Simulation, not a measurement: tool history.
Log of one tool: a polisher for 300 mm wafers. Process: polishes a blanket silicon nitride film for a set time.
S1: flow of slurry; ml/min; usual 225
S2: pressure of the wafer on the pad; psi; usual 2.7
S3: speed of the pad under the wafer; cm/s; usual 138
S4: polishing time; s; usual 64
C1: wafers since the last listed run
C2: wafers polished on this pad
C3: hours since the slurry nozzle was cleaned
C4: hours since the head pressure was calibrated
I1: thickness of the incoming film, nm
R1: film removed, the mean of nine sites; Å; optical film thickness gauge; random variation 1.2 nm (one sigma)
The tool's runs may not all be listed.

| run | day | S1 | S2 | S3 | S4 | C1 | C2 | C3 | C4 | I1 | R1 |
|---|---|---|---|---|---|---|---|---|---|---|---|
| 1 | 0 | 225 | 2.7 | 138 | 53 | 0 | 330 | 256.7 | 958.1 | 721.8 | 978 |
| 2 | 0.621 | 225 | 2.7 | 138 | 53 | 108 | 438 | 271.6 | 973 | 713.2 | 958 |
| 3 | 1.121 | 225 | 2.7 | 138 | 77 | 87 | 526 | 283.6 | 985 | 714.8 | 1388 |
| 4 | 1.433 | 225 | 2.7 | 154 | 64 | 54 | 581 | 291.1 | 992.5 | 716.9 | 1237 |
| 5 | 2.567 | 225 | 2.7 | 154 | 64 | 198 | 779 | 318.3 | 1019.7 | 711.9 | 1209 |
| 6 | 3.042 | 225 | 2.7 | 154 | 64 | 83 | 862 | 329.7 | 1031.1 | 735.5 | 1177 |
| 7 | 3.746 | 225 | 2.7 | 138 | 64 | 123 | 985 | 346.6 | 1048 | 704.8 | 1112 |
| 8 | 4.021 | 225 | 2.7 | 138 | 64 | 48 | 1033 | 353.2 | 1054.6 | 718.2 | 1117 |
|  | 4.588 | worn pad replaced by a new one |
| 9 | 4.608 | 225 | 2.7 | 138 | 64 | 73 | 3 | 367.3 | 1068.7 | 718.5 | 1273 |
| 10 | 5.108 | 225 | 2.7 | 138 | 64 | 87 | 91 | 379.3 | 1080.7 | 730.9 | 1249 |
| 11 | 5.658 | 225 | 2.7 | 138 | 64 | 96 | 187 | 392.5 | 1093.9 | 720.4 | 1177 |
| 12 | 6.162 | 225 | 2.7 | 138 | 64 | 88 | 275 | 404.6 | 1106 | 712.7 | 1199 |
| 13 | 6.908 | 225 | 2.7 | 138 | 64 | 130 | 406 | 422.5 | 1123.9 | 723.1 | 1158 |
| 14 | 7.321 | 225 | 2.7 | 138 | 64 | 72 | 478 | 432.4 | 1133.8 | 714 | 1160 |
| 15 | 7.875 | 225 | 2.7 | 138 | 64 | 96 | 575 | 445.7 | 1147.1 | 716.6 | 1131 |
| 16 | 8.296 | 225 | 2.7 | 138 | 64 | 73 | 648 | 455.8 | 1157.2 | 714.8 | 1166 |
| 17 | 8.562 | 225 | 2.7 | 138 | 64 | 46 | 695 | 462.2 | 1163.6 | 716.6 | 1118 |
| 18 | 9.308 | 225 | 2.7 | 138 | 53 | 130 | 825 | 480.1 | 1181.5 | 714.5 | 926 |
| 19 | 9.883 | 225 | 2.7 | 138 | 83 | 100 | 926 | 493.9 | 1195.3 | 724.2 | 1435 |
| 20 | 10.55 | 225 | 2.7 | 170 | 64 | 116 | 1043 | 509.9 | 1211.3 | 723.8 | 1291 |
|  | 10.975 | worn pad replaced by a new one |
|  | 11.108 | head pressure recalibrated |
| 21 | 11.3 | 225 | 2.7 | 138 | 64 | 87 | 42 | 527.9 | 4.6 | 729 | 1275 |
| 22 | 11.746 | 225 | 2.7 | 138 | 64 | 77 | 120 | 538.6 | 15.3 | 717.1 | 1216 |
| 23 | 12.283 | 295 | 2.2 | 138 | 64 | 94 | 214 | 551.5 | 28.2 | 711.7 | 1022 |
|  | 14.233 | slurry nozzle cleaned |
| 24 | 14.467 | 280 | 2.7 | 98 | 83 | 374 | 589 | 5.6 | 80.6 | 704.6 | 1246 |
| 25 | 14.771 | 285 | 2.7 | 114 | 64 | 53 | 642 | 12.9 | 87.9 | 709.3 | 1052 |
| 26 | 15.383 | 225 | 2.7 | 138 | 64 | 107 | 749 | 27.6 | 102.6 | 717.4 | 1169 |
| 27 | 15.871 | 225 | 1.8 | 138 | 64 | 85 | 834 | 39.3 | 114.3 | 720.4 | 751 |
|  | 16.238 | worn pad replaced by a new one |
| 28 | 16.258 | 250 | 2 | 138 | 83 | 38 | 3 | 48.6 | 123.6 | 720.4 | 1228 |
| 29 | 16.892 | 225 | 3 | 138 | 86 | 110 | 114 | 63.8 | 138.8 | 713.7 | 1826 |
| 30 | 17.946 | 200 | 2 | 118 | 53 | 184 | 298 | 89.1 | 164.1 | 717.6 | 638 |
| 31 | 18.425 | 295 | 2.2 | 138 | 64 | 83 | 382 | 100.6 | 175.6 | 710.4 | 966 |
| 32 | 18.867 | 150 | 2.7 | 100 | 64 | 77 | 459 | 111.2 | 186.2 | 718 | 874 |
| 33 | 19.225 | 225 | 2.7 | 138 | 64 | 62 | 522 | 119.8 | 194.8 | 722.3 | 1136 |

The next listed run, before its measurement:
| 34 | 19.733 | 225 | 2.7 | 138 | 64 | 88 | 611 | 132 | 207 | 714.5 | ? |

R1: 1131 Å
Without the tool's hidden state the same run would have given R1 1279 Å.
